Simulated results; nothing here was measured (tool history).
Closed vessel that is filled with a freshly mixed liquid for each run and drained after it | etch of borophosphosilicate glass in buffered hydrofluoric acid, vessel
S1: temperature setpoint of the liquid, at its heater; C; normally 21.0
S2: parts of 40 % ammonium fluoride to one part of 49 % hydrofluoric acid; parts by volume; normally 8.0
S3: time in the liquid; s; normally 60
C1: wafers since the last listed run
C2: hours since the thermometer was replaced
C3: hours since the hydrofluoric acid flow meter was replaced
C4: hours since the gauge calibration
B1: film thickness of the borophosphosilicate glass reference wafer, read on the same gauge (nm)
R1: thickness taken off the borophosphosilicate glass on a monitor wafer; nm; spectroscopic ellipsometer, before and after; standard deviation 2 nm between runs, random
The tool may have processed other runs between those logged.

run 1 hour=0.0 | S1=21.0 S2=7.5 S3=60 | C1=0 C2=351.4 C3=1199.2 C4=775.5 | B1=60.01 | R1=217.69
run 2 hour=68.3 | S1=23.5 S2=8.0 S3=45 | C1=9074 C2=419.7 C3=1267.5 C4=843.8 | B1=59.97 | R1=174.47
run 3 hour=95.9 | S1=21.0 S2=8.0 S3=60 | C1=3667 C2=447.3 C3=1295.1 C4=871.4 | B1=59.98 | R1=202.86
run 4 hour=126.0 | S1=21.0 S2=8.0 S3=60 | C1=3999 C2=477.4 C3=1325.2 C4=901.5 | B1=60.01 | R1=202.96
run 5 hour=169.1 | S1=21.0 S2=8.0 S3=60 | C1=5726 C2=520.5 C3=1368.3 C4=944.6 | B1=59.99 | R1=202.37
run 6 hour=218.0 | S1=21.0 S2=8.0 S3=60 | C1=6497 C2=569.4 C3=1417.2 C4=993.5 | B1=60.00 | R1=203.17
-- hour=268.0 gauge calibrated
run 7 hour=280.4 | S1=21.0 S2=8.0 S3=60 | C1=8290 C2=631.8 C3=1479.6 C4=12.4 | B1=60.00 | R1=204.01
run 8 hour=311.7 | S1=24.5 S2=8.0 S3=60 | C1=4158 C2=663.1 C3=1510.9 C4=43.7 | B1=59.99 | R1=248.79
-- hour=354.9 hydrofluoric acid flow meter replaced
run 9 hour=406.9 | S1=23.0 S2=6.0 S3=90 | C1=12515 C2=758.3 C3=52.0 C4=138.9 | B1=60.03 | R1=453.42
-- hour=434.3 thermometer replaced
run 10 hour=464.2 | S1=25.5 S2=10.0 S3=35 | C1=7480 C2=29.9 C3=109.3 C4=196.2 | B1=60.01 | R1=124.83
run 11 hour=502.3 | S1=21.0 S2=8.0 S3=60 | C1=5062 C2=68.0 C3=147.4 C4=234.3 | B1=59.99 | R1=202.25
run 12 hour=571.1 | S1=21.0 S2=6.0 S3=60 | C1=9141 C2=136.8 C3=216.2 C4=303.1 | B1=59.95 | R1=268.74
run 13 hour=635.4 | S1=17.0 S2=8.0 S3=60 | C1=8543 C2=201.1 C3=280.5 C4=367.4 | B1=59.99 | R1=164.28
run 14 hour=686.4 | S1=21.0 S2=9.5 S3=50 | C1=6776 C2=252.1 C3=331.5 C4=418.4 | B1=60.03 | R1=145.70
run 15 hour=736.0 | S1=21.0 S2=8.0 S3=90 | C1=6590 C2=301.7 C3=381.1 C4=468.0 | B1=59.98 | R1=304.07
run 16 hour=781.7 | S1=21.0 S2=8.0 S3=60 | C1=6071 C2=347.4 C3=426.8 C4=513.7 | B1=60.03 | R1=204.09
run 17 hour=823.1 | S1=17.0 S2=9.0 S3=60 | C1=5500 C2=388.8 C3=468.2 C4=555.1 | B1=59.99 | R1=141.08

Hidden condition of the tool, last listed run before each entry between runs versus first listed run after:
In the gap between runs 6 and 7: gauge calibrated (hour 268.0)
  the hidden state is the same at both runs
In the gap between runs 8 and 9: hydrofluoric acid flow meter replaced (hour 354.9)
  the hidden state is the same at both runs
In the gap between runs 9 and 10: thermometer replaced (hour 434.3)
  the hidden state is the same at both runs
